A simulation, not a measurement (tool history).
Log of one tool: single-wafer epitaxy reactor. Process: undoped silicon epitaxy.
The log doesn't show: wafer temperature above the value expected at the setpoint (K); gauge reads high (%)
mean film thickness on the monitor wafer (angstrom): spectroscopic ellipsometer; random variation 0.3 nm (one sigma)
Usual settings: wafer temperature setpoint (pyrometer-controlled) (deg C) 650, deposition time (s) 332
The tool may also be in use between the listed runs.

run	hour	wafer temperature setpoint (pyrometer-controlled) (deg C)	deposition time (s)	wafers since the last listed run	hours since the last pyrometer calibration	hours since the gauge calibration	read-back reference wafer on the same gauge, thickness_nm	mean film thickness on the monitor wafer (angstrom)
1	0	640	332	0	2544.9	1185.8	56.694	442.52
2	107.4	639	332	548	2652.3	1293.2	56.738	434.68
3	171.8	650	355	329	2716.7	1357.6	56.82	578.89
4	243.1	650	355	364	2788	1428.9	56.665	574.77
5	330.1	650	368	444	2875	1515.9	56.682	591.81
6	399.7	650	368	355	2944.6	1585.5	56.737	595.65
# hour 457.1: pyrometer calibrated
7	457.6	650	368	255	0.5	1643.4	56.8	630.86
8	502.3	661	332	228	45.2	1688.1	56.795	684.17
9	599.3	641	353	495	142.2	1785.1	56.593	498.22
10	660.3	641	353	311	203.2	1846.1	56.76	490.68
11	760.1	650	332	510	303	1945.9	56.69	559.24
# hour 814.3: gauge calibrated
12	816.3	657	362	287	359.2	2	56.721	694.65

The next listed run, before its measurement:
13	881.5	650	332	333	424.4	67.2	?	?

Run 13 gave read-back reference wafer on the same gauge, thickness_nm 56.675, mean film thickness on the monitor wafer (angstrom) 553.06.
Without the tool's hidden state the same run would have given mean film thickness on the monitor wafer (angstrom) 563.11.
